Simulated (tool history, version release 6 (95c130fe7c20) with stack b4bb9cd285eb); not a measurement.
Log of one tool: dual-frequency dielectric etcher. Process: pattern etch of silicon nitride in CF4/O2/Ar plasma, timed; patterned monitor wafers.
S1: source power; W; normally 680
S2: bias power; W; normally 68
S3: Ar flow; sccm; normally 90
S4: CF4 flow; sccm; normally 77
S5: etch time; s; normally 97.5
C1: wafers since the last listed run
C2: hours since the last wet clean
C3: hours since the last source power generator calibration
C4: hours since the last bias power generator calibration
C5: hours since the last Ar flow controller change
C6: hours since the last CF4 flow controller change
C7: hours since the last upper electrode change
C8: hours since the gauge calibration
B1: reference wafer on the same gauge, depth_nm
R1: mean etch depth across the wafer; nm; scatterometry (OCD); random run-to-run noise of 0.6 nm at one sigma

run	hour	S1	S2	S3	S4	S5	C1	C2	C3	C4	C5	C6	C7	C8	B1	R1
1	0	680	68	90	77	97.5	0	96.7	113.6	4465.2	43.1	4272.8	87.7	561.6	291	254.9
2	15.4	680	68	90	77	97.5	195	112.1	129	4480.6	58.5	4288.2	103.1	577	291.2	255
3	37.2	680	68	84	77	78	276	133.9	150.8	4502.4	80.3	4310	124.9	598.8	291.1	205.9
# hour 67.1: wet clean of the chamber, repeated, since the last time left the tool worse
4	67.6	680	68	84	77	78	81	0.5	181.2	4532.8	110.7	4340.4	155.3	629.2	291	209.2
# hour 74.7: bias power generator calibrated
5	82.7	680	68	70	77	97.5	140	15.6	196.3	8	125.8	4355.5	170.4	644.3	291.1	268.8
6	118.1	830	78	90	91	120	449	51	231.7	43.4	161.2	4390.9	205.8	679.7	290.8	399
7	150.5	680	68	90	77	97.5	411	83.4	264.1	75.8	193.6	4423.3	238.2	712.1	290.9	258.5
# hour 176.4: CF4 flow controller replaced
8	184.9	680	68	90	77	97.5	360	117.8	298.5	110.2	228	8.5	272.6	746.5	290.9	258.1
# hour 210.8: gauge calibrated
9	218.7	680	68	90	88	97.5	429	151.6	332.3	144	261.8	42.3	306.4	7.9	290.9	260.7
10	246.9	680	77	90	62	97.5	357	179.8	360.5	172.2	290	70.5	334.6	36.1	290.7	263.7
11	268.7	680	57	90	71	97.5	276	201.6	382.3	194	311.8	92.3	356.4	57.9	291	235.3
12	292.1	760	81	70	77	69	297	225	405.7	217.4	335.2	115.7	379.8	81.3	291	220
13	308.5	750	68	90	77	97.5	208	241.4	422.1	233.8	351.6	132.1	396.2	97.7	291	276.7
14	342.7	680	68	90	77	97.5	434	275.6	456.3	268	385.8	166.3	430.4	131.9	290.9	255.4
15	363.5	680	80	98	89	121	264	296.4	477.1	288.8	406.6	187.1	451.2	152.7	291	342.6
16	393	680	68	96	65	123.5	374	325.9	506.6	318.3	436.1	216.6	480.7	182.2	291	313.4
17	421	680	68	90	77	97.5	355	353.9	534.6	346.3	464.1	244.6	508.7	210.2	291	255.6
18	453.4	590	84	98	91	97.5	411	386.3	567	378.7	496.5	277	541.1	242.6	291	253.7
# hour 514.5: wet clean of the chamber
19	538.6	680	68	103	85	97.5	776	24.1	652.2	463.9	581.7	362.2	626.3	327.8	291.1	257.1
20	557.6	680	68	90	77	97.5	241	43.1	671.2	482.9	600.7	381.2	645.3	346.8	290.8	259.4
21	573.3	680	80	90	77	97.5	199	58.8	686.9	498.6	616.4	396.9	661	362.5	290.8	277.6
22	589.1	530	68	90	77	97.5	200	74.6	702.7	514.4	632.2	412.7	676.8	378.3	290.9	215.8

Predict each of these 3 candidate next runs independently; none follows another, all start after run 22:
A	589.5	680	68	90	77	97.5	5	75	703.1	514.8	632.6	413.1	677.2	378.7	?	?
B	589.5	800	68	105	87	97.5	5	75	703.1	514.8	632.6	413.1	677.2	378.7	?	?
C	589.5	680	68	90	85	97.5	5	75	703.1	514.8	632.6	413.1	677.2	378.7	?	?

run	B1	R1
A	290.9	258.7
B	290.9	289.6
C	290.9	261.8
Without the tool's hidden state the same runs would have given:
run	R1
A	259.3
B	290.3
C	262.4
